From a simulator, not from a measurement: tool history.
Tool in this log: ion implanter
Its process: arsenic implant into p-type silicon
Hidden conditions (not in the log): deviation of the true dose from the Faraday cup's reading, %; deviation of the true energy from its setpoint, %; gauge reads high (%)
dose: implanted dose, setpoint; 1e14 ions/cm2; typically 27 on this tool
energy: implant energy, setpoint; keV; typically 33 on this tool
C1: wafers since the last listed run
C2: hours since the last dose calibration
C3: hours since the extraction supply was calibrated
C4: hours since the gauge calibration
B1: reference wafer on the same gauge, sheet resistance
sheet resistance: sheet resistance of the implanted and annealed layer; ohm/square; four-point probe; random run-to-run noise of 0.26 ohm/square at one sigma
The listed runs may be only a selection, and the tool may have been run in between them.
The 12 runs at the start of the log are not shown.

run 13 hour=616.5 | dose=30.52 energy=33 | C1=954 C2=531.2 C3=5183.9 C4=1171.1 | B1=90.87 | sheet_resistance=76.54
run 14 hour=642.7 | dose=30.52 energy=33 | C1=573 C2=557.4 C3=5210.1 C4=1197.3 | B1=90.9 | sheet_resistance=76.54
run 15 hour=691.9 | dose=27 energy=33 | C1=1077 C2=606.6 C3=5259.3 C4=1246.5 | B1=90.85 | sheet_resistance=79.61
run 16 hour=722.4 | dose=27 energy=35.5 | C1=668 C2=637.1 C3=5289.8 C4=1277 | B1=90.86 | sheet_resistance=77.77
run 17 hour=773.4 | dose=27 energy=33 | C1=1116 C2=688.1 C3=5340.8 C4=1328 | B1=90.88 | sheet_resistance=79.82
-- hour=806.4 Faraday cup replaced and dose calibrated
run 18 hour=824.3 | dose=21.98 energy=44 | C1=939 C2=17.9 C3=5391.7 C4=1378.9 | B1=90.9 | sheet_resistance=77.3
run 19 hour=892.6 | dose=21.39 energy=38.5 | C1=1495 C2=86.2 C3=5460 C4=1447.2 | B1=90.86 | sheet_resistance=81.79
-- hour=896.7 gauge calibrated
run 20 hour=927 | dose=31.85 energy=33 | C1=753 C2=120.6 C3=5494.4 C4=30.3 | B1=90.86 | sheet_resistance=75.72
run 21 hour=991.7 | dose=21.23 energy=43 | C1=1417 C2=185.3 C3=5559.1 C4=95 | B1=90.85 | sheet_resistance=79.39
run 22 hour=1041.3 | dose=24.22 energy=33 | C1=1086 C2=234.9 C3=5608.7 C4=144.6 | B1=91.01 | sheet_resistance=81.76
run 23 hour=1105.3 | dose=31.49 energy=44 | C1=1401 C2=298.9 C3=5672.7 C4=208.6 | B1=90.89 | sheet_resistance=67.7
run 24 hour=1166.1 | dose=24.48 energy=38.5 | C1=1331 C2=359.7 C3=5733.5 C4=269.4 | B1=90.97 | sheet_resistance=78.02
-- hour=1201.1 extraction supply calibrated
run 25 hour=1201.5 | dose=32.2 energy=37.5 | C1=600 C2=395.1 C3=0.4 C4=304.8 | B1=90.94 | sheet_resistance=72.19
run 26 hour=1404.6 | dose=27 energy=33 | C1=4448 C2=598.2 C3=203.5 C4=507.9 | B1=90.91 | sheet_resistance=79.52
run 27 hour=1464.3 | dose=31.93 energy=42.5 | C1=1307 C2=657.9 C3=263.2 C4=567.6 | B1=90.88 | sheet_resistance=69.38
-- hour=1481 Faraday cup replaced and dose calibrated
run 28 hour=1488.4 | dose=27 energy=33 | C1=352 C2=7.4 C3=287.3 C4=591.7 | B1=90.85 | sheet_resistance=78.67
run 29 hour=1547.1 | dose=29.63 energy=33 | C1=1285 C2=66.1 C3=346 C4=650.4 | B1=90.99 | sheet_resistance=77.22
run 30 hour=1602.9 | dose=29.39 energy=33 | C1=1222 C2=121.9 C3=401.8 C4=706.2 | B1=90.9 | sheet_resistance=76.83
run 31 hour=1673.5 | dose=24.22 energy=39.5 | C1=1546 C2=192.5 C3=472.4 C4=776.8 | B1=90.84 | sheet_resistance=76.94
run 32 hour=1702.9 | dose=30.52 energy=33 | C1=643 C2=221.9 C3=501.8 C4=806.2 | B1=90.87 | sheet_resistance=76.14
run 33 hour=1731.7 | dose=27 energy=33 | C1=630 C2=250.7 C3=530.6 C4=835 | B1=90.89 | sheet_resistance=78.78
run 34 hour=1787.7 | dose=27 energy=43 | C1=1226 C2=306.7 C3=586.6 C4=891 | B1=90.83 | sheet_resistance=71.82
run 35 hour=1858.2 | dose=31.25 energy=33 | C1=1544 C2=377.2 C3=657.1 C4=961.5 | B1=90.95 | sheet_resistance=75.84

4 options for the next run, each taken on its own from the tool as it stands now. Forecast them:
run A hour=1858.6 | dose=27 energy=33 | C1=8 C2=377.6 C3=657.5 C4=961.9 | B1=? | sheet_resistance=?
run B hour=1858.6 | dose=27 energy=24 | C1=8 C2=377.6 C3=657.5 C4=961.9 | B1=? | sheet_resistance=?
run C hour=1858.6 | dose=21.25 energy=23 | C1=8 C2=377.6 C3=657.5 C4=961.9 | B1=? | sheet_resistance=?
run D hour=1858.6 | dose=31.23 energy=33 | C1=8 C2=377.6 C3=657.5 C4=961.9 | B1=? | sheet_resistance=?

run=A B1=90.86 sheet_resistance=79.19
run=B B1=90.86 sheet_resistance=87.42
run=C B1=90.86 sheet_resistance=95.13
run=D B1=90.86 sheet_resistance=75.95
The same runs, with their run-to-run variation unchanged, on a tool lacking any hidden condition would have given:
run=A sheet_resistance=78.6
run=B sheet_resistance=86.86
run=C sheet_resistance=94.37
run=D sheet_resistance=75.49
